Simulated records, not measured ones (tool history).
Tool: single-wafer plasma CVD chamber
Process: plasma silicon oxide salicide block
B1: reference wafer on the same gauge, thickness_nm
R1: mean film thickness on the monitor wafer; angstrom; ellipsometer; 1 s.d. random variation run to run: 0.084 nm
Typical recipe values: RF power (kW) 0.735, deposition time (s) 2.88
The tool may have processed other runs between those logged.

{"run": 1, "hour": 0.0, "RF power (kW)": 0.735, "deposition time (s)": 2.53, "B1": 27.647, "R1": 265.17}
{"run": 2, "hour": 41.7, "RF power (kW)": 0.735, "deposition time (s)": 2.53, "B1": 27.677, "R1": 266.91}
{"run": 3, "hour": 77.7, "RF power (kW)": 0.735, "deposition time (s)": 2.88, "B1": 27.67, "R1": 301.9}
{"run": 4, "hour": 121.8, "RF power (kW)": 0.735, "deposition time (s)": 2.88, "B1": 27.681, "R1": 303.58}
{"run": 5, "hour": 149.1, "RF power (kW)": 0.735, "deposition time (s)": 2.88, "B1": 27.673, "R1": 302.42}
{"run": 6, "hour": 286.3, "RF power (kW)": 0.66, "deposition time (s)": 2.88, "B1": 27.686, "R1": 295.14}
{"run": 7, "hour": 341.6, "RF power (kW)": 0.625, "deposition time (s)": 2.58, "B1": 27.715, "R1": 258.76}
{"run": 8, "hour": 372.0, "RF power (kW)": 0.625, "deposition time (s)": 2.58, "B1": 27.744, "R1": 259.8}
{"run": 9, "hour": 436.6, "RF power (kW)": 0.625, "deposition time (s)": 2.58, "B1": 27.754, "R1": 259.72}
{"run": 10, "hour": 546.4, "RF power (kW)": 0.625, "deposition time (s)": 2.88, "B1": 27.776, "R1": 288.75}
{"run": 11, "hour": 576.4, "RF power (kW)": 0.625, "deposition time (s)": 2.88, "B1": 27.796, "R1": 288.97}
{"run": 12, "hour": 613.7, "RF power (kW)": 0.735, "deposition time (s)": 3.27, "B1": 27.798, "R1": 344.1}
{"run": 13, "hour": 662.5, "RF power (kW)": 0.65, "deposition time (s)": 2.88, "B1": 27.807, "R1": 293.53}
{"run": 14, "hour": 691.7, "RF power (kW)": 0.65, "deposition time (s)": 2.88, "B1": 27.839, "R1": 293.79}
{"run": 15, "hour": 876.3, "RF power (kW)": 0.665, "deposition time (s)": 3.02, "B1": 27.895, "R1": 310.12}
{"hour": 888.9, "done": "gauge calibrated"}
{"run": 16, "hour": 903.9, "RF power (kW)": 0.665, "deposition time (s)": 3.02, "B1": 27.524, "R1": 308.15}
{"run": 17, "hour": 968.2, "RF power (kW)": 0.665, "deposition time (s)": 3.02, "B1": 27.528, "R1": 305.85}
{"run": 18, "hour": 1009.4, "RF power (kW)": 0.63, "deposition time (s)": 2.88, "B1": 27.515, "R1": 287.6}
{"run": 19, "hour": 1047.8, "RF power (kW)": 0.63, "deposition time (s)": 2.88, "B1": 27.515, "R1": 286.93}
{"hour": 1064.6, "done": "showerhead replaced"}
{"run": 20, "hour": 1092.5, "RF power (kW)": 0.735, "deposition time (s)": 2.88, "B1": 27.506, "R1": 303.08}
{"hour": 1105.6, "done": "RF generator calibrated"}
{"run": 21, "hour": 1141.5, "RF power (kW)": 0.63, "deposition time (s)": 2.88, "B1": 27.516, "R1": 288.3}
{"run": 22, "hour": 1208.8, "RF power (kW)": 0.625, "deposition time (s)": 2.58, "B1": 27.525, "R1": 257.51}
{"run": 23, "hour": 1252.5, "RF power (kW)": 0.655, "deposition time (s)": 2.47, "B1": 27.525, "R1": 248.69}
{"run": 24, "hour": 1278.6, "RF power (kW)": 0.735, "deposition time (s)": 2.88, "B1": 27.525, "R1": 303.23}
{"run": 25, "hour": 1308.8, "RF power (kW)": 0.87, "deposition time (s)": 3.05, "B1": 27.524, "R1": 335.22}
{"run": 26, "hour": 1371.3, "RF power (kW)": 0.645, "deposition time (s)": 3.18, "B1": 27.528, "R1": 320.12}
{"run": 27, "hour": 1403.3, "RF power (kW)": 0.65, "deposition time (s)": 2.63, "B1": 27.542, "R1": 266.15}
{"run": 28, "hour": 1490.4, "RF power (kW)": 0.82, "deposition time (s)": 2.51, "B1": 27.554, "R1": 272.31}
{"run": 29, "hour": 1537.0, "RF power (kW)": 0.625, "deposition time (s)": 2.55, "B1": 27.552, "R1": 254.85}
{"run": 30, "hour": 1573.5, "RF power (kW)": 0.78, "deposition time (s)": 3.43, "B1": 27.558, "R1": 364.25}
{"run": 31, "hour": 1597.5, "RF power (kW)": 0.66, "deposition time (s)": 2.36, "B1": 27.556, "R1": 239.68}
{"run": 32, "hour": 1648.0, "RF power (kW)": 0.815, "deposition time (s)": 2.31, "B1": 27.559, "R1": 248.92}
{"run": 33, "hour": 1683.7, "RF power (kW)": 0.735, "deposition time (s)": 2.88, "B1": 27.567, "R1": 301.88}
{"run": 34, "hour": 1733.2, "RF power (kW)": 0.735, "deposition time (s)": 2.88, "B1": 27.579, "R1": 301.83}
{"run": 35, "hour": 1771.0, "RF power (kW)": 0.605, "deposition time (s)": 2.45, "B1": 27.589, "R1": 242.26}
{"run": 36, "hour": 1807.8, "RF power (kW)": 0.735, "deposition time (s)": 2.88, "B1": 27.594, "R1": 302.71}
{"run": 37, "hour": 1865.1, "RF power (kW)": 0.735, "deposition time (s)": 2.88, "B1": 27.615, "R1": 302.92}
{"run": 38, "hour": 1916.3, "RF power (kW)": 0.735, "deposition time (s)": 2.88, "B1": 27.637, "R1": 301.91}
{"run": 39, "hour": 1981.1, "RF power (kW)": 0.8, "deposition time (s)": 3.27, "B1": 27.615, "R1": 352.36}
{"run": 40, "hour": 2174.0, "RF power (kW)": 0.735, "deposition time (s)": 2.45, "B1": 27.668, "R1": 258.14}

Branching from run 40: 3 alternative next runs. What would each branch give?
{"run": "A", "hour": 2174.4, "RF power (kW)": 0.735, "deposition time (s)": 2.88, "B1": "?", "R1": "?"}
{"run": "B", "hour": 2174.4, "RF power (kW)": 0.875, "deposition time (s)": 2.88, "B1": "?", "R1": "?"}
{"run": "C", "hour": 2174.4, "RF power (kW)": 0.795, "deposition time (s)": 3.34, "B1": "?", "R1": "?"}

run=A B1=27.674 R1=301.84
run=B B1=27.674 R1=317.98
run=C B1=27.674 R1=358.35
What these runs would have given with no unlogged condition in the tool:
run=A R1=299.98
run=B R1=316.03
run=C R1=356.15
